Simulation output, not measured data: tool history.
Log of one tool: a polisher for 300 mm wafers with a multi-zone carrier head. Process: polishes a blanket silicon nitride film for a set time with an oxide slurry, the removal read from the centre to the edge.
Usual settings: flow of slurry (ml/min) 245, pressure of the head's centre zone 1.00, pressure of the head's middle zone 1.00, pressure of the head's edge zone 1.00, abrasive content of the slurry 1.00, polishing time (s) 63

run,hour,flow of slurry (ml/min),pressure of the head's centre zone,pressure of the head's middle zone,pressure of the head's edge zone,abrasive content of the slurry,polishing time (s),"incoming thickness of the incoming film, nm",film removed at the wafer's centre (angstrom),film removed at mid-radius (angstrom),film removed at the wafer's edge (angstrom)
1,0.0,245,0.92,1.00,0.94,1.00,63,601.8,333,330,308
2,10.5,205,1.00,0.97,1.00,1.00,63,591.7,339,311,315
3,20.5,205,1.00,0.97,1.00,1.00,63,599.1,343,309,308
4,37.5,245,1.00,1.00,1.00,1.00,63,602.2,348,320,309
5,50.3,245,1.00,1.00,1.00,1.00,63,601.4,346,324,307
6,67.8,310,1.00,1.00,1.00,0.85,63,609.3,331,307,294
7,79.0,245,1.00,1.03,1.00,1.00,63,591.5,345,320,308
8,95.8,245,1.00,1.00,1.00,1.00,63,601.4,343,309,302
9,110.6,245,1.00,1.00,1.00,1.00,63,600.8,340,308,302
10,124.7,245,1.00,1.00,1.00,1.00,63,603.5,335,309,299
# hour 140.8: worn pad replaced by a new one
11,157.3,245,1.00,1.00,1.00,1.00,63,599.8,357,325,311

Forecast run 12:
# hour 168.8: edge zone pressure recalibrated
12,171.0,245,1.08,1.00,0.90,1.00,63,602.2,?,?,?

film removed at the wafer's centre (angstrom): 379
film removed at mid-radius (angstrom): 323
film removed at the wafer's edge (angstrom): 294
Without the tool's hidden state the same run would have given film removed at the wafer's centre (angstrom) 357, film removed at mid-radius (angstrom) 330, film removed at the wafer's edge (angstrom) 300.
